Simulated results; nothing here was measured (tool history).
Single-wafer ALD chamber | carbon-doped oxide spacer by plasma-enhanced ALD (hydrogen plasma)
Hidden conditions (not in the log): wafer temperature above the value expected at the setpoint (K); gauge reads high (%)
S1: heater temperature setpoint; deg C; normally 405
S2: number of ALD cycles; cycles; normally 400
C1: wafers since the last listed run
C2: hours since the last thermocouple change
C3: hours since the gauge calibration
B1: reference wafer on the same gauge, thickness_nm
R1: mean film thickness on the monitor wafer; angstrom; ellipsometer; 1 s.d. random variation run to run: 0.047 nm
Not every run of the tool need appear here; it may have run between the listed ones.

{"run": 1, "day": 0.0, "S1": 405, "S2": 400, "C1": 0, "C2": 1574.3, "C3": 166.2, "B1": 16.67, "R1": 186.81}
{"run": 2, "day": 0.617, "S1": 405, "S2": 400, "C1": 19, "C2": 1589.1, "C3": 181, "B1": 16.686, "R1": 186.97}
{"run": 3, "day": 1.821, "S1": 405, "S2": 400, "C1": 37, "C2": 1618, "C3": 209.9, "B1": 16.703, "R1": 187.34}
{"run": 4, "day": 2.842, "S1": 405, "S2": 400, "C1": 32, "C2": 1642.5, "C3": 234.4, "B1": 16.725, "R1": 187.76}
{"run": 5, "day": 3.921, "S1": 405, "S2": 400, "C1": 33, "C2": 1668.4, "C3": 260.3, "B1": 16.733, "R1": 187.49}
{"run": 6, "day": 5.204, "S1": 405, "S2": 425, "C1": 40, "C2": 1699.2, "C3": 291.1, "B1": 16.752, "R1": 200.35}
{"run": 7, "day": 5.783, "S1": 405, "S2": 434, "C1": 18, "C2": 1713.1, "C3": 305, "B1": 16.763, "R1": 203.83}
{"run": 8, "day": 6.946, "S1": 405, "S2": 434, "C1": 36, "C2": 1741, "C3": 332.9, "B1": 16.777, "R1": 204.88}
{"run": 9, "day": 9.192, "S1": 405, "S2": 434, "C1": 70, "C2": 1794.9, "C3": 386.8, "B1": 16.817, "R1": 204.91}
{"run": 10, "day": 9.708, "S1": 405, "S2": 400, "C1": 16, "C2": 1807.3, "C3": 399.2, "B1": 16.821, "R1": 187.9}
{"day": 10.679, "done": "gauge calibrated"}
{"run": 11, "day": 10.888, "S1": 393, "S2": 400, "C1": 37, "C2": 1835.6, "C3": 5, "B1": 16.668, "R1": 189.8}
{"run": 12, "day": 13.392, "S1": 391, "S2": 427, "C1": 78, "C2": 1895.7, "C3": 65.1, "B1": 16.711, "R1": 202.89}
{"run": 13, "day": 14.575, "S1": 413, "S2": 364, "C1": 37, "C2": 1924.1, "C3": 93.5, "B1": 16.733, "R1": 166.38}
{"day": 15.538, "done": "thermocouple changed; heater temperature recalibrated"}
{"run": 14, "day": 15.904, "S1": 405, "S2": 434, "C1": 31, "C2": 8.8, "C3": 125.4, "B1": 16.754, "R1": 203}
{"run": 15, "day": 16.658, "S1": 405, "S2": 466, "C1": 23, "C2": 26.9, "C3": 143.5, "B1": 16.756, "R1": 218.34}
{"run": 16, "day": 17.762, "S1": 405, "S2": 328, "C1": 34, "C2": 53.4, "C3": 170, "B1": 16.778, "R1": 154.36}
{"run": 17, "day": 18.938, "S1": 392, "S2": 424, "C1": 36, "C2": 81.6, "C3": 198.2, "B1": 16.799, "R1": 202.64}
{"run": 18, "day": 19.792, "S1": 409, "S2": 362, "C1": 26, "C2": 102.1, "C3": 218.7, "B1": 16.809, "R1": 168.31}
{"run": 19, "day": 20.908, "S1": 399, "S2": 466, "C1": 35, "C2": 128.9, "C3": 245.5, "B1": 16.832, "R1": 223.29}
{"run": 20, "day": 22.196, "S1": 405, "S2": 434, "C1": 40, "C2": 159.8, "C3": 276.4, "B1": 16.846, "R1": 205.18}

4 options for the next run, each taken on its own from the tool as it stands now. Forecast them:
{"run": "A", "day": 22.238, "S1": 399, "S2": 400, "C1": 1, "C2": 160.8, "C3": 277.4, "B1": "?", "R1": "?"}
{"run": "B", "day": 22.238, "S1": 397, "S2": 431, "C1": 1, "C2": 160.8, "C3": 277.4, "B1": "?", "R1": "?"}
{"run": "C", "day": 22.238, "S1": 418, "S2": 463, "C1": 1, "C2": 160.8, "C3": 277.4, "B1": "?", "R1": "?"}
{"run": "D", "day": 22.238, "S1": 396, "S2": 333, "C1": 1, "C2": 160.8, "C3": 277.4, "B1": "?", "R1": "?"}

run=A B1=16.857 R1=192.42
run=B B1=16.857 R1=207.33
run=C B1=16.857 R1=209.48
run=D B1=16.857 R1=160.19
What these runs would have given with no unlogged condition in the tool:
run=A R1=189.53
run=B R1=204.22
run=C R1=206.34
run=D R1=157.79
